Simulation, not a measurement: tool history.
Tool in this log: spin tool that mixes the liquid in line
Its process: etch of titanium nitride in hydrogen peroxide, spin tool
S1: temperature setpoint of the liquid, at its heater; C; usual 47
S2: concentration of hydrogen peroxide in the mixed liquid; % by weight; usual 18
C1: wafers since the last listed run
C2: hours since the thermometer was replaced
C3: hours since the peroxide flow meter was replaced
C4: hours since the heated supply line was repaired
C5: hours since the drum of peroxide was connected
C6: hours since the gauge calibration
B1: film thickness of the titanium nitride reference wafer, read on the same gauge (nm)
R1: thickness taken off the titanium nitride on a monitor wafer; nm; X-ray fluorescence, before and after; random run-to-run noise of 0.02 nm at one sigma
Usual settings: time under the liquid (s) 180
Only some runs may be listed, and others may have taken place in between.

{"run": 1, "hour": 0.0, "S1": 47, "S2": 16, "time under the liquid (s)": 180, "C1": 0, "C2": 2178.6, "C3": 2592.8, "C4": 3482.5, "C5": 363.1, "C6": 103.3, "B1": 149.99, "R1": 4.39}
{"run": 2, "hour": 10.6, "S1": 47, "S2": 16, "time under the liquid (s)": 180, "C1": 89, "C2": 2189.2, "C3": 2603.4, "C4": 3493.1, "C5": 373.7, "C6": 113.9, "B1": 149.99, "R1": 4.4}
{"run": 3, "hour": 21.0, "S1": 47, "S2": 18, "time under the liquid (s)": 180, "C1": 87, "C2": 2199.6, "C3": 2613.8, "C4": 3503.5, "C5": 384.1, "C6": 124.3, "B1": 150, "R1": 4.51}
{"run": 4, "hour": 27.6, "S1": 47, "S2": 18, "time under the liquid (s)": 180, "C1": 55, "C2": 2206.2, "C3": 2620.4, "C4": 3510.1, "C5": 390.7, "C6": 130.9, "B1": 150.01, "R1": 4.46}
{"run": 5, "hour": 50.5, "S1": 47, "S2": 18, "time under the liquid (s)": 180, "C1": 192, "C2": 2229.1, "C3": 2643.3, "C4": 3533, "C5": 413.6, "C6": 153.8, "B1": 149.97, "R1": 4.46}
{"run": 6, "hour": 56.6, "S1": 43, "S2": 21, "time under the liquid (s)": 180, "C1": 51, "C2": 2235.2, "C3": 2649.4, "C4": 3539.1, "C5": 419.7, "C6": 159.9, "B1": 149.96, "R1": 3.41}
{"run": 7, "hour": 65.1, "S1": 43, "S2": 21, "time under the liquid (s)": 180, "C1": 71, "C2": 2243.7, "C3": 2657.9, "C4": 3547.6, "C5": 428.2, "C6": 168.4, "B1": 150, "R1": 3.41}
{"hour": 69.8, "done": "gauge calibrated"}
{"hour": 73.4, "done": "peroxide flow meter replaced"}
{"run": 8, "hour": 75.9, "S1": 43, "S2": 21, "time under the liquid (s)": 180, "C1": 82, "C2": 2254.5, "C3": 2.5, "C4": 3558.4, "C5": 439, "C6": 6.1, "B1": 149.98, "R1": 3.43}
{"hour": 86.5, "done": "new drum of peroxide connected"}
{"run": 9, "hour": 93.2, "S1": 47, "S2": 18, "time under the liquid (s)": 180, "C1": 137, "C2": 2271.8, "C3": 19.8, "C4": 3575.7, "C5": 6.7, "C6": 23.4, "B1": 150.01, "R1": 4.48}
{"run": 10, "hour": 101.3, "S1": 47, "S2": 18, "time under the liquid (s)": 180, "C1": 68, "C2": 2279.9, "C3": 27.9, "C4": 3583.8, "C5": 14.8, "C6": 31.5, "B1": 149.99, "R1": 4.44}
{"hour": 106.5, "done": "heated supply line repaired"}
{"run": 11, "hour": 109.5, "S1": 40, "S2": 21.5, "time under the liquid (s)": 250, "C1": 60, "C2": 2288.1, "C3": 36.1, "C4": 3, "C5": 23, "C6": 39.7, "B1": 149.99, "R1": 3.09}
{"hour": 119.2, "done": "thermometer replaced"}
{"run": 12, "hour": 122.7, "S1": 41.5, "S2": 18, "time under the liquid (s)": 180, "C1": 102, "C2": 3.5, "C3": 49.3, "C4": 16.2, "C5": 36.2, "C6": 52.9, "B1": 150.01, "R1": 2.41}
{"run": 13, "hour": 132.4, "S1": 47, "S2": 23, "time under the liquid (s)": 80, "C1": 81, "C2": 13.2, "C3": 59, "C4": 25.9, "C5": 45.9, "C6": 62.6, "B1": 150, "R1": 1.72}
{"hour": 144.3, "done": "heated supply line repaired, repeated, since the last time left the tool worse"}
{"run": 14, "hour": 149.3, "S1": 54.5, "S2": 18, "time under the liquid (s)": 180, "C1": 133, "C2": 30.1, "C3": 75.9, "C4": 5, "C5": 62.8, "C6": 79.5, "B1": 149.97, "R1": 9.28}
{"run": 15, "hour": 158.1, "S1": 41, "S2": 14, "time under the liquid (s)": 180, "C1": 74, "C2": 38.9, "C3": 84.7, "C4": 13.8, "C5": 71.6, "C6": 88.3, "B1": 150, "R1": 3.28}
{"run": 16, "hour": 175.7, "S1": 52, "S2": 19.5, "time under the liquid (s)": 150, "C1": 148, "C2": 56.5, "C3": 102.3, "C4": 31.4, "C5": 89.2, "C6": 105.9, "B1": 149.98, "R1": 6.62}
{"run": 17, "hour": 187.1, "S1": 47, "S2": 18, "time under the liquid (s)": 180, "C1": 95, "C2": 67.9, "C3": 113.7, "C4": 42.8, "C5": 100.6, "C6": 117.3, "B1": 149.96, "R1": 5.4}

Same runs, no hidden state in the tool, same run-to-run variation:
Unlogged tool condition in this case: liquid hotter than its thermometer reads (K); peroxide flow above the setpoint (%); temperature lost on the way to the wafer (K); peroxide weaker than its label (%); gauge reads high (%).
run=1 R1=5.32
run=2 R1=5.33
run=3 R1=5.47
run=4 R1=5.41
run=5 R1=5.41
run=6 R1=4.16
run=7 R1=4.16
run=8 R1=4.19
run=9 R1=5.45
run=10 R1=5.4
run=11 R1=4.63
run=12 R1=3.6
run=13 R1=2.53
run=14 R1=9.3
run=15 R1=3.29
run=16 R1=6.64
run=17 R1=5.43
